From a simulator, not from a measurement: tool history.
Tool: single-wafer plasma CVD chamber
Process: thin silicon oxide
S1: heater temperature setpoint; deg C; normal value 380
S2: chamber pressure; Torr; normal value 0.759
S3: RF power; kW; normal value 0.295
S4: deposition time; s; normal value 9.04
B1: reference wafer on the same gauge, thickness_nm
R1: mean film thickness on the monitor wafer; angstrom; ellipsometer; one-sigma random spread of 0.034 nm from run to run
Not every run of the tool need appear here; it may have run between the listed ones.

run	hour	S1	S2	S3	S4	B1	R1
1	0	380	0.631	0.295	9.04	16.804	138.72
# hour 28.6: capacitance manometer re-zeroed and calibrated
2	105.1	380	0.759	0.31	9.04	16.797	157.72
# hour 171.8: thermocouple changed; heater temperature recalibrated
3	172.3	380	0.883	0.295	9.04	16.806	169.59
4	222.3	380	0.883	0.295	9.04	16.8	169.77
5	285	380	0.759	0.295	9.04	16.797	155.22
6	312.4	380	0.759	0.295	9.04	16.806	155.07
7	371.1	380	0.759	0.295	9.04	16.797	154.71
# hour 394.5: gauge calibrated
8	411.1	380	0.759	0.295	9.04	16.801	154.82
9	513.8	380	0.759	0.295	9.04	16.802	154.84
# hour 548.6: showerhead replaced
10	570.6	380	0.759	0.295	9.04	16.807	154.36
11	601.2	380	0.623	0.275	8.27	16.798	122.41
12	640.7	380	0.759	0.295	9.62	16.802	164.5
13	682.9	380	0.759	0.295	9.04	16.806	155.22
# hour 757.1: RF generator calibrated
14	757.6	380	0.759	0.295	9.04	16.8	154.48
15	807.6	380	0.759	0.295	9.04	16.811	154.52
16	879.5	380	0.633	0.295	10.82	16.804	165.64
17	944.3	372	0.759	0.295	10.32	16.81	177.01
18	1009.3	374	0.759	0.265	8.09	16.8	134.69
19	1033.5	380	0.759	0.315	9.04	16.805	158.75
# hour 1086.5: capacitance manometer re-zeroed and calibrated
20	1087	389	0.759	0.295	9.04	16.8	153.94
21	1111.4	392	0.883	0.31	9.86	16.797	187.59
22	1143.9	380	0.607	0.315	9.04	16.797	138.19
23	1176.5	380	0.925	0.295	9.04	16.789	174.57
24	1234	370	0.759	0.295	9.04	16.796	156.34
25	1294.4	380	0.864	0.315	10.18	16.809	193.13
26	1330	371	0.673	0.335	7.64	16.8	127.71
27	1400.3	380	0.571	0.295	7.32	16.798	105.05
28	1470.9	380	0.759	0.295	9.04	16.798	155.39
29	1529	391	0.759	0.295	9.04	16.794	153.82

What if the next run were any one of these 4? Each begins from the tool's condition after run 29:
A	1529.4	380	0.759	0.295	9.04	?	?
B	1529.4	370	0.689	0.295	9.04	?	?
C	1529.4	376	0.578	0.35	7.45	?	?
D	1529.4	370	0.759	0.33	9.04	?	?

run	B1	R1
A	16.796	155.1
B	16.796	147.09
C	16.796	114.6
D	16.796	162.16
Stripped of hidden state, with their random variation kept, the same runs would have yielded:
run	R1
A	155.1
B	147.09
C	114.6
D	162.16

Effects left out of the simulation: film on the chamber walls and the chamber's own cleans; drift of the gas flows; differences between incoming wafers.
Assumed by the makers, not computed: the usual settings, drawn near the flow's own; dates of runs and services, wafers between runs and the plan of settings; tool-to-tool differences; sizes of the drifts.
